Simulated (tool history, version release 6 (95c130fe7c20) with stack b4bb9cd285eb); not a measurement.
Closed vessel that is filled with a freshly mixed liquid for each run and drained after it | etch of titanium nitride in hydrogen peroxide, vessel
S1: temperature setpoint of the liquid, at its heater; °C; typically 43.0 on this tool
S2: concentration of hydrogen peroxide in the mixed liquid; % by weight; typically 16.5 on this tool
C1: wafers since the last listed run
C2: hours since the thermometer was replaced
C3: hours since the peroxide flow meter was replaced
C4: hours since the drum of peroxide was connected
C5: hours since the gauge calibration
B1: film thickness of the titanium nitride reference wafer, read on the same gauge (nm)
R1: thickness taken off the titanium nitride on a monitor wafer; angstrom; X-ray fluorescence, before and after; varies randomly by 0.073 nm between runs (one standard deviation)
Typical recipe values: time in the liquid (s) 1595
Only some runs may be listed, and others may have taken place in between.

{"run": 1, "day": 0.0, "S1": 43.0, "S2": 16.5, "time in the liquid (s)": 1595, "C1": 0, "C2": 369.5, "C3": 471.3, "C4": 889.9, "C5": 126.3, "B1": 100.0, "R1": 230.5}
{"run": 2, "day": 0.458, "S1": 43.0, "S2": 16.5, "time in the liquid (s)": 1230, "C1": 611, "C2": 380.5, "C3": 482.3, "C4": 900.9, "C5": 137.3, "B1": 100.0, "R1": 176.4}
{"run": 3, "day": 0.912, "S1": 43.0, "S2": 16.5, "time in the liquid (s)": 1230, "C1": 605, "C2": 391.4, "C3": 493.2, "C4": 911.8, "C5": 148.2, "B1": 100.01, "R1": 176.4}
{"run": 4, "day": 1.188, "S1": 43.0, "S2": 16.5, "time in the liquid (s)": 1230, "C1": 366, "C2": 398.0, "C3": 499.8, "C4": 918.4, "C5": 154.8, "B1": 100.0, "R1": 177.9}
{"run": 5, "day": 1.608, "S1": 47.0, "S2": 20.0, "time in the liquid (s)": 1595, "C1": 561, "C2": 408.1, "C3": 509.9, "C4": 928.5, "C5": 164.9, "B1": 99.99, "R1": 320.4}
{"run": 6, "day": 2.075, "S1": 47.0, "S2": 20.0, "time in the liquid (s)": 1595, "C1": 622, "C2": 419.3, "C3": 521.1, "C4": 939.7, "C5": 176.1, "B1": 100.0, "R1": 323.0}
{"day": 2.167, "done": "gauge calibrated"}
{"run": 7, "day": 2.367, "S1": 43.0, "S2": 14.5, "time in the liquid (s)": 1595, "C1": 389, "C2": 426.3, "C3": 528.1, "C4": 946.7, "C5": 4.8, "B1": 100.03, "R1": 225.2}
{"run": 8, "day": 2.642, "S1": 43.0, "S2": 14.5, "time in the liquid (s)": 1595, "C1": 366, "C2": 432.9, "C3": 534.7, "C4": 953.3, "C5": 11.4, "B1": 100.01, "R1": 225.8}
{"run": 9, "day": 3.342, "S1": 43.0, "S2": 14.5, "time in the liquid (s)": 1595, "C1": 933, "C2": 449.7, "C3": 551.5, "C4": 970.1, "C5": 28.2, "B1": 100.0, "R1": 225.5}
{"run": 10, "day": 3.733, "S1": 43.0, "S2": 16.5, "time in the liquid (s)": 1595, "C1": 522, "C2": 459.1, "C3": 560.9, "C4": 979.5, "C5": 37.6, "B1": 100.01, "R1": 230.8}
{"run": 11, "day": 4.417, "S1": 43.0, "S2": 16.5, "time in the liquid (s)": 1595, "C1": 911, "C2": 475.5, "C3": 577.3, "C4": 995.9, "C5": 54.0, "B1": 100.01, "R1": 231.1}
{"run": 12, "day": 4.988, "S1": 43.0, "S2": 16.5, "time in the liquid (s)": 1595, "C1": 761, "C2": 489.2, "C3": 591.0, "C4": 1009.6, "C5": 67.7, "B1": 99.99, "R1": 230.5}
{"day": 5.417, "done": "peroxide flow meter replaced"}
{"run": 13, "day": 5.483, "S1": 43.0, "S2": 16.5, "time in the liquid (s)": 1595, "C1": 605, "C2": 501.1, "C3": 1.6, "C4": 1021.5, "C5": 79.6, "B1": 99.98, "R1": 237.9}
{"run": 14, "day": 6.042, "S1": 51.5, "S2": 16.5, "time in the liquid (s)": 1300, "C1": 744, "C2": 514.5, "C3": 15.0, "C4": 1034.9, "C5": 93.0, "B1": 100.02, "R1": 362.7}
{"run": 15, "day": 6.367, "S1": 43.0, "S2": 16.5, "time in the liquid (s)": 1595, "C1": 433, "C2": 522.3, "C3": 22.8, "C4": 1042.7, "C5": 100.8, "B1": 100.0, "R1": 238.7}
{"run": 16, "day": 6.679, "S1": 43.0, "S2": 16.5, "time in the liquid (s)": 1595, "C1": 416, "C2": 529.8, "C3": 30.3, "C4": 1050.2, "C5": 108.3, "B1": 100.0, "R1": 236.9}
{"run": 17, "day": 7.288, "S1": 34.0, "S2": 12.0, "time in the liquid (s)": 1260, "C1": 811, "C2": 544.4, "C3": 44.9, "C4": 1064.8, "C5": 122.9, "B1": 100.0, "R1": 87.9}
{"run": 18, "day": 7.554, "S1": 47.0, "S2": 20.0, "time in the liquid (s)": 1595, "C1": 355, "C2": 550.8, "C3": 51.3, "C4": 1071.2, "C5": 129.3, "B1": 100.0, "R1": 335.0}
{"day": 7.796, "done": "new drum of peroxide connected"}
{"day": 8.042, "done": "thermometer replaced"}
{"run": 19, "day": 8.062, "S1": 43.0, "S2": 16.5, "time in the liquid (s)": 1595, "C1": 566, "C2": 0.5, "C3": 63.5, "C4": 6.4, "C5": 141.5, "B1": 100.03, "R1": 226.8}
{"day": 8.521, "done": "gauge calibrated"}
{"run": 20, "day": 8.688, "S1": 43.0, "S2": 18.5, "time in the liquid (s)": 1595, "C1": 833, "C2": 15.5, "C3": 78.5, "C4": 21.4, "C5": 4.0, "B1": 100.02, "R1": 232.0}
{"run": 21, "day": 9.171, "S1": 33.5, "S2": 16.5, "time in the liquid (s)": 725, "C1": 644, "C2": 27.1, "C3": 90.1, "C4": 33.0, "C5": 15.6, "B1": 100.01, "R1": 48.8}
{"run": 22, "day": 9.575, "S1": 52.5, "S2": 16.5, "time in the liquid (s)": 1595, "C1": 539, "C2": 36.8, "C3": 99.8, "C4": 42.7, "C5": 25.3, "B1": 100.0, "R1": 452.7}
{"run": 23, "day": 9.842, "S1": 43.0, "S2": 19.0, "time in the liquid (s)": 2315, "C1": 355, "C2": 43.2, "C3": 106.2, "C4": 49.1, "C5": 31.7, "B1": 100.0, "R1": 337.8}
{"run": 24, "day": 10.462, "S1": 52.0, "S2": 16.5, "time in the liquid (s)": 1595, "C1": 828, "C2": 58.1, "C3": 121.1, "C4": 64.0, "C5": 46.6, "B1": 100.0, "R1": 436.3}
{"run": 25, "day": 11.742, "S1": 43.0, "S2": 16.5, "time in the liquid (s)": 1595, "C1": 1706, "C2": 88.8, "C3": 151.8, "C4": 94.7, "C5": 77.3, "B1": 99.99, "R1": 227.0}
{"run": 26, "day": 12.338, "S1": 36.0, "S2": 14.5, "time in the liquid (s)": 1220, "C1": 794, "C2": 103.1, "C3": 166.1, "C4": 109.0, "C5": 91.6, "B1": 99.97, "R1": 98.7}
{"run": 27, "day": 13.192, "S1": 43.0, "S2": 13.0, "time in the liquid (s)": 1595, "C1": 1139, "C2": 123.6, "C3": 186.6, "C4": 129.5, "C5": 112.1, "B1": 99.99, "R1": 216.1}

State the hidden condition of the tool at each of the runs:
peroxide weaker than its label (%): 0 at every run
gauge reads high (%): 0 at every run
H1: liquid hotter than its thermometer reads (K)
H2: peroxide flow below the setpoint (%)
run=1 H1=0.551 H2=9.72
run=2 H1=0.566 H2=9.95
run=3 H1=0.581 H2=10.2
run=4 H1=0.59 H2=10.3
run=5 H1=0.604 H2=10.5
run=6 H1=0.62 H2=10.7
run=7 H1=0.63 H2=10.9
run=8 H1=0.639 H2=11
run=9 H1=0.662 H2=11.3
run=10 H1=0.675 H2=11.5
run=11 H1=0.698 H2=11.9
run=12 H1=0.717 H2=12.1
run=13 H1=0.733 H2=0.528
run=14 H1=0.752 H2=0.798
run=15 H1=0.763 H2=0.955
run=16 H1=0.773 H2=1.11
run=17 H1=0.793 H2=1.4
run=18 H1=0.802 H2=1.53
run=19 H1=0.0198 H2=1.78
run=20 H1=0.0406 H2=2.08
run=21 H1=0.0567 H2=2.31
run=22 H1=0.0701 H2=2.51
run=23 H1=0.079 H2=2.64
run=24 H1=0.0996 H2=2.94
run=25 H1=0.142 H2=3.55
run=26 H1=0.162 H2=3.84
run=27 H1=0.19 H2=4.26
